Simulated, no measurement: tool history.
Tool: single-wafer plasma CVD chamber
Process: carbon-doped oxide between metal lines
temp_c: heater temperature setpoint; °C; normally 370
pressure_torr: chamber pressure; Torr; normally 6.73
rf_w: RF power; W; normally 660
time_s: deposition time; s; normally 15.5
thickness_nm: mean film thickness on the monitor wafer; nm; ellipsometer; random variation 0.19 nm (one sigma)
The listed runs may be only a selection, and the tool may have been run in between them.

| run | hour | temp_c | pressure_torr | rf_w | time_s | wafers since the last listed run | hours since the last thermocouple change | hours since the last RF generator calibration | hours since the last manometer calibration | hours since the showerhead was replaced | hours since the gauge calibration | read-back reference wafer on the same gauge, thickness_nm | thickness_nm |
|---|---|---|---|---|---|---|---|---|---|---|---|---|---|
| 1 | 0 | 370 | 6.73 | 580 | 15.5 | 0 | 2469.2 | 821.2 | 2040.3 | 7051.7 | 89.1 | 104.674 | 84.837 |
| 2 | 13.7 | 370 | 6.73 | 580 | 15.5 | 234 | 2482.9 | 834.9 | 2054 | 7065.4 | 102.8 | 104.729 | 84.856 |
| 3 | 31.6 | 370 | 6.73 | 580 | 15.5 | 306 | 2500.8 | 852.8 | 2071.9 | 7083.3 | 120.7 | 104.669 | 84.396 |
| 4 | 47.4 | 362 | 6.73 | 660 | 15.5 | 270 | 2516.6 | 868.6 | 2087.7 | 7099.1 | 136.5 | 104.686 | 91.573 |
| 5 | 62.1 | 362 | 6.73 | 660 | 15.5 | 251 | 2531.3 | 883.3 | 2102.4 | 7113.8 | 151.2 | 104.701 | 91.165 |
| 6 | 79.3 | 362 | 6.73 | 660 | 15.5 | 294 | 2548.5 | 900.5 | 2119.6 | 7131 | 168.4 | 104.641 | 91.331 |
| 7 | 103.5 | 370 | 6.73 | 660 | 14.3 | 414 | 2572.7 | 924.7 | 2143.8 | 7155.2 | 192.6 | 104.73 | 82.891 |
| 8 | 118.2 | 370 | 6.73 | 660 | 15.5 | 251 | 2587.4 | 939.4 | 2158.5 | 7169.9 | 207.3 | 104.715 | 89.178 |
| 9 | 128.1 | 370 | 5.22 | 745 | 15.5 | 169 | 2597.3 | 949.3 | 2168.4 | 7179.8 | 217.2 | 104.645 | 90.193 |
| 10 | 138.6 | 370 | 6.73 | 660 | 15.5 | 179 | 2607.8 | 959.8 | 2178.9 | 7190.3 | 227.7 | 104.739 | 89.387 |
|  | 143.3 | gauge calibrated |
|  | 156.8 | showerhead replaced |
| 11 | 157.3 | 379 | 8.3 | 660 | 15.5 | 183 | 2626.5 | 978.5 | 2197.6 | 0.5 | 14 | 104.705 | 89.163 |
|  | 171.8 | RF generator calibrated |
|  | 173.8 | capacitance manometer re-zeroed and calibrated |
| 12 | 174.3 | 370 | 6.73 | 775 | 16.4 | 119 | 2643.5 | 2.5 | 0.5 | 17.5 | 31 | 104.705 | 106.973 |
|  | 189 | thermocouple changed; heater temperature recalibrated |
| 13 | 193.7 | 370 | 7.21 | 660 | 13 | 195 | 4.7 | 21.9 | 19.9 | 36.9 | 50.4 | 104.679 | 79.292 |
| 14 | 210.2 | 370 | 7.64 | 765 | 15.5 | 282 | 21.2 | 38.4 | 36.4 | 53.4 | 66.9 | 104.691 | 101.24 |
| 15 | 222.8 | 370 | 6.26 | 720 | 15.5 | 215 | 33.8 | 51 | 49 | 66 | 79.5 | 104.726 | 96.351 |
| 16 | 238.1 | 363 | 7.48 | 705 | 18.6 | 261 | 49.1 | 66.3 | 64.3 | 81.3 | 94.8 | 104.632 | 118.86 |

5 options for the next run, each taken on its own from the tool as it stands now. Forecast them:
| A | 238.5 | 370 | 6.73 | 660 | 15.5 | 6 | 49.5 | 66.7 | 64.7 | 81.7 | 95.2 | ? | ? |
| B | 238.5 | 370 | 7.99 | 660 | 18 | 6 | 49.5 | 66.7 | 64.7 | 81.7 | 95.2 | ? | ? |
| C | 238.5 | 370 | 6.73 | 530 | 12.6 | 6 | 49.5 | 66.7 | 64.7 | 81.7 | 95.2 | ? | ? |
| D | 238.5 | 384 | 5.44 | 540 | 17.4 | 6 | 49.5 | 66.7 | 64.7 | 81.7 | 95.2 | ? | ? |
| E | 238.5 | 380 | 5.65 | 660 | 15.5 | 6 | 49.5 | 66.7 | 64.7 | 81.7 | 95.2 | ? | ? |

| run | read-back reference wafer on the same gauge, thickness_nm | thickness_nm |
|---|---|---|
| A | 104.749 | 93.384 |
| B | 104.749 | 109.85 |
| C | 104.749 | 68.587 |
| D | 104.749 | 88.907 |
| E | 104.749 | 88.812 |
The same runs, with their run-to-run variation unchanged, on a tool lacking any hidden condition would have given:
| run | thickness_nm |
|---|---|
| A | 93.428 |
| B | 109.901 |
| C | 68.62 |
| D | 88.95 |
| E | 88.854 |
